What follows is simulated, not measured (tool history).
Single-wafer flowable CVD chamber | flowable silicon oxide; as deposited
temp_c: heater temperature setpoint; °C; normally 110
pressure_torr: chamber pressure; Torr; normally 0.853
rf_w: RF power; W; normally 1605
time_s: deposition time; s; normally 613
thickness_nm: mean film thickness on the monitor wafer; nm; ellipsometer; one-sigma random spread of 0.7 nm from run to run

run   hour  temp_c  pressure_torr  rf_w  time_s  read-back reference wafer on the same gauge, thickness_nm  thickness_nm
  1    0.0     110          0.853  1605     613                                                    303.161       288.110
  2   14.3     110          0.853  1605     613                                                    303.185       286.798
      28.1  -- showerhead replaced
  3   44.4     110          0.853  1605     613                                                    303.218       287.787
      82.4  -- capacitance manometer re-zeroed and calibrated
  4   82.9     110          0.853  1605     613                                                    303.288       298.080
  5  109.9     103          0.853  1605     530                                                    302.932       323.744
  6  122.6     103          0.853  1605     530                                                    302.941       322.940
  7  152.3     103          0.853  1605     530                                                    302.801       323.588
  8  166.3     110          0.853  1605     613                                                    303.052       296.637
  9  187.8     110          0.853  1605     613                                                    302.987       297.747
     201.5  -- gauge calibrated
 10  203.6     110          0.941  1925     573                                                    302.874       319.204
 11  232.0     110          0.853  1605     613                                                    303.010       297.668
     241.2  -- thermocouple changed; heater temperature recalibrated
 12  256.0     110          0.853  1605     613                                                    302.960       297.108
 13  286.0     110          0.853  1605     694                                                    302.823       336.789
 14  308.3     110          0.853  1605     613                                                    302.995       296.661
 15  320.3     110          0.853  1605     613                                                    303.282       296.892
 16  349.0     110          0.853  1605     572                                                    302.922       276.795
 17  363.0     110          0.853  1605     613                                                    302.841       297.103
 18  390.9     110          0.853  1605     613                                                    302.925       295.786
 19  409.6     110          1.006  1605     729                                                    302.927       413.704
 20  433.7     110          0.853  1740     613                                                    302.859       301.586
 21  457.9     110          0.853  1290     613                                                    302.948       276.566
 22  475.5     119          0.996  1605     613                                                    302.904       260.182
 23  494.7     110          0.853  1745     613                                                    302.886       301.880
 24  526.2     110          0.853  1605     694                                                    302.744       334.616
 25  547.4     110          0.853  1690     725                                                    302.950       352.925
 26  575.3     100          0.800  1605     613                                                    302.995       387.901
 27  613.5     110          0.971  1605     729                                                    303.009       396.236
 28  639.6     114          0.657  1855     541                                                    303.001       184.023

Some steps in thickness_nm between neighbouring runs. How much of each would the tool show without its hidden state too (settings, what came in, random variation), and how much is left for the hidden state, with any gauge scatter that isn't in both results?
The tool's hidden condition here consists of: wafer temperature above the value expected at the setpoint (K); delivered RF power above the setpoint (%); true pressure above the setpoint (%); gauge reads high (%).
Run 3 -> 4: capacitance manometer re-zeroed and calibrated. thickness_nm +10.293 nm: hidden state +9.902, all else +0.391.
Run 18 -> 19: pressure_torr 0.853 -> 1.006, time_s 613 -> 729. thickness_nm +117.918 nm: hidden state -0.543, all else +118.461.
Run 27 -> 28: temp_c 110 -> 114, pressure_torr 0.971 -> 0.657, rf_w 1605 -> 1855, time_s 729 -> 541. thickness_nm -212.213 nm: hidden state +1.604, all else -213.817.
